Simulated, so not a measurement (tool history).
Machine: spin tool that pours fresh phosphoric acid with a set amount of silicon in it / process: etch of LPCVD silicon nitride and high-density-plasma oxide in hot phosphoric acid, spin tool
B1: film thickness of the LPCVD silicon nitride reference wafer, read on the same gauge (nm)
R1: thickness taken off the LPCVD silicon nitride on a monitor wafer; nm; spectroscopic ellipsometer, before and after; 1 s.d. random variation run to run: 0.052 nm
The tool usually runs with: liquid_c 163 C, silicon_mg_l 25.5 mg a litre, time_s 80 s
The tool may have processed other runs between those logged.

{"run": 1, "hour": 0.0, "liquid_c": 163, "silicon_mg_l": 25.5, "time_s": 80, "B1": 139.62, "R1": 7.66}
{"hour": 14.6, "done": "dissolved silicon flow meter replaced"}
{"run": 2, "hour": 28.6, "liquid_c": 160, "silicon_mg_l": 12, "time_s": 55, "B1": 139.39, "R1": 4.65}
{"run": 3, "hour": 62.4, "liquid_c": 163, "silicon_mg_l": 25.5, "time_s": 95, "B1": 139.23, "R1": 8.98}
{"run": 4, "hour": 95.5, "liquid_c": 166, "silicon_mg_l": 25.5, "time_s": 80, "B1": 138.93, "R1": 8.23}
{"run": 5, "hour": 114.7, "liquid_c": 161, "silicon_mg_l": 25.5, "time_s": 35, "B1": 138.81, "R1": 3.08}
{"run": 6, "hour": 203.0, "liquid_c": 160, "silicon_mg_l": 10.5, "time_s": 45, "B1": 138.05, "R1": 3.78}
{"run": 7, "hour": 216.3, "liquid_c": 165.5, "silicon_mg_l": 8.5, "time_s": 35, "B1": 137.92, "R1": 3.56}
{"run": 8, "hour": 233.6, "liquid_c": 165.5, "silicon_mg_l": 18.5, "time_s": 80, "B1": 137.76, "R1": 8.04}
{"run": 9, "hour": 254.4, "liquid_c": 163, "silicon_mg_l": 25.5, "time_s": 80, "B1": 137.56, "R1": 7.53}
{"run": 10, "hour": 282.5, "liquid_c": 163, "silicon_mg_l": 18.5, "time_s": 120, "B1": 137.23, "R1": 11}
{"run": 11, "hour": 297.4, "liquid_c": 163, "silicon_mg_l": 7.5, "time_s": 80, "B1": 137.11, "R1": 7.5}
{"run": 12, "hour": 317.6, "liquid_c": 160.5, "silicon_mg_l": 13, "time_s": 55, "B1": 136.88, "R1": 4.67}
{"hour": 331.3, "done": "gauge calibrated"}
{"run": 13, "hour": 333.1, "liquid_c": 165.5, "silicon_mg_l": 36, "time_s": 35, "B1": 139.9, "R1": 3.59}
{"run": 14, "hour": 366.9, "liquid_c": 163, "silicon_mg_l": 25.5, "time_s": 80, "B1": 139.87, "R1": 7.52}
{"run": 15, "hour": 379.5, "liquid_c": 163, "silicon_mg_l": 25.5, "time_s": 100, "B1": 139.84, "R1": 9.42}
{"run": 16, "hour": 414.2, "liquid_c": 160.5, "silicon_mg_l": 25.5, "time_s": 80, "B1": 139.8, "R1": 6.96}
{"run": 17, "hour": 437.1, "liquid_c": 163, "silicon_mg_l": 20, "time_s": 80, "B1": 139.75, "R1": 7.64}
{"run": 18, "hour": 513.0, "liquid_c": 163, "silicon_mg_l": 6.5, "time_s": 50, "B1": 139.58, "R1": 4.74}
{"run": 19, "hour": 543.5, "liquid_c": 160.5, "silicon_mg_l": 25.5, "time_s": 115, "B1": 139.45, "R1": 10.11}
{"run": 20, "hour": 567.6, "liquid_c": 163, "silicon_mg_l": 25.5, "time_s": 80, "B1": 139.35, "R1": 7.55}

Here are 5 independent what-if runs from the current tool condition. What would each one return?
{"run": "A", "hour": 568.0, "liquid_c": 163, "silicon_mg_l": 25.5, "time_s": 60, "B1": "?", "R1": "?"}
{"run": "B", "hour": 568.0, "liquid_c": 163, "silicon_mg_l": 45, "time_s": 125, "B1": "?", "R1": "?"}
{"run": "C", "hour": 568.0, "liquid_c": 160, "silicon_mg_l": 43, "time_s": 115, "B1": "?", "R1": "?"}
{"run": "D", "hour": 568.0, "liquid_c": 162, "silicon_mg_l": 25.5, "time_s": 80, "B1": "?", "R1": "?"}
{"run": "E", "hour": 568.0, "liquid_c": 160, "silicon_mg_l": 25.5, "time_s": 80, "B1": "?", "R1": "?"}

run=A B1=139.36 R1=5.66
run=B B1=139.36 R1=11.8
run=C B1=139.36 R1=9.82
run=D B1=139.36 R1=7.3
run=E B1=139.36 R1=6.83
With the hidden condition removed and each run's random variation left untouched, the same runs would have given:
run=A R1=5.69
run=B R1=11.85
run=C R1=9.87
run=D R1=7.34
run=E R1=6.86
